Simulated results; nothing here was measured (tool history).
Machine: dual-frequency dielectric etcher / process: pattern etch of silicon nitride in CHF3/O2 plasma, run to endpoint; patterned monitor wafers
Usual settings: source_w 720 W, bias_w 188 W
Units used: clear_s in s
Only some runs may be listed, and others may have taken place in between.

| run | day | source_w | bias_w | incoming incoming film thickness, nm | clear_s |
|---|---|---|---|---|---|
| 1 | 0 | 720 | 188 | 82.1 | 53.5 |
| 2 | 1.238 | 720 | 188 | 81.8 | 53.6 |
| 3 | 3.921 | 720 | 188 | 82.1 | 53.4 |
| 4 | 4.588 | 720 | 188 | 81.6 | 53.9 |
| 5 | 6.533 | 720 | 188 | 80.8 | 50 |
| 6 | 6.738 | 650 | 188 | 80.6 | 51.3 |
| 7 | 7.733 | 600 | 155 | 81.5 | 56.6 |
| 8 | 8.979 | 720 | 214 | 81.3 | 48.9 |
| 9 | 9.754 | 720 | 214 | 81.8 | 48.7 |
| 10 | 11.217 | 790 | 188 | 81.4 | 50.2 |
| 11 | 12.208 | 790 | 188 | 81.7 | 49.9 |
| 12 | 12.779 | 720 | 188 | 81.2 | 50.9 |
| 13 | 13.633 | 720 | 188 | 81.4 | 51.7 |
| 14 | 15.021 | 800 | 200 | 82 | 49.7 |
| 15 | 16.375 | 720 | 188 | 81.4 | 52.3 |
| 16 | 17.179 | 820 | 220 | 81.6 | 47.4 |
| 17 | 19.462 | 720 | 171 | 81.6 | 54 |
| 18 | 20.679 | 670 | 210 | 81.3 | 51.5 |
| 19 | 21.75 | 720 | 188 | 81.9 | 53.4 |
| 20 | 23.125 | 720 | 188 | 81.6 | 52.7 |
| 21 | 24.458 | 870 | 188 | 81.3 | 50.4 |
| 22 | 24.679 | 650 | 188 | 81.1 | 54.3 |
| 23 | 25.888 | 890 | 143 | 81.6 | 52.6 |
| 24 | 26.838 | 720 | 231 | 81.9 | 47.5 |
| 25 | 27.354 | 850 | 149 | 80.6 | 51.8 |
| 26 | 29.954 | 720 | 188 | 81.7 | 51.6 |
| 27 | 31.4 | 800 | 225 | 81.7 | 47.2 |
| 28 | 32.667 | 720 | 188 | 81.5 | 51.6 |
| 29 | 33.217 | 570 | 143 | 82.6 | 61.3 |
| 30 | 34.417 | 850 | 157 | 81.7 | 52.4 |
| 31 | 35.662 | 620 | 231 | 81.8 | 50.1 |
| 32 | 36.817 | 720 | 220 | 81.2 | 49.1 |
| 33 | 37.454 | 660 | 221 | 81.6 | 51 |
| 34 | 38.171 | 610 | 188 | 80.9 | 55 |
| 35 | 39.046 | 880 | 167 | 81 | 51.1 |
| 36 | 39.625 | 720 | 188 | 81.1 | 52.9 |

Withheld: 5 entries from between the runs. Position of each, and hidden state at the listed run before versus the listed run after:
Logged between run 4 and run 5: wet clean of the chamber (day 6.512)
  etch rate over this chamber's usual, %: -5.92 -> -0.168
  measured minus no-state result, clear_s: +3.2 -> +0 s
Logged between run 14 and run 15: bias power generator calibrated (day 16.317); source power generator calibrated (day 16.354)
  etch rate over this chamber's usual, %: -2.49 -> -2.87
  measured minus no-state result, clear_s: +1.2 -> +1.5 s
Logged between run 20 and run 21: upper electrode replaced (day 24.438)
  etch rate over this chamber's usual, %: -4.72 -> -5.08
  measured minus no-state result, clear_s: +2.5 -> +2.6 s
Logged between run 22 and run 23: wet clean of the chamber (day 25.829)
  etch rate over this chamber's usual, %: -5.14 -> -0.267
  measured minus no-state result, clear_s: +2.8 -> +0.1 s
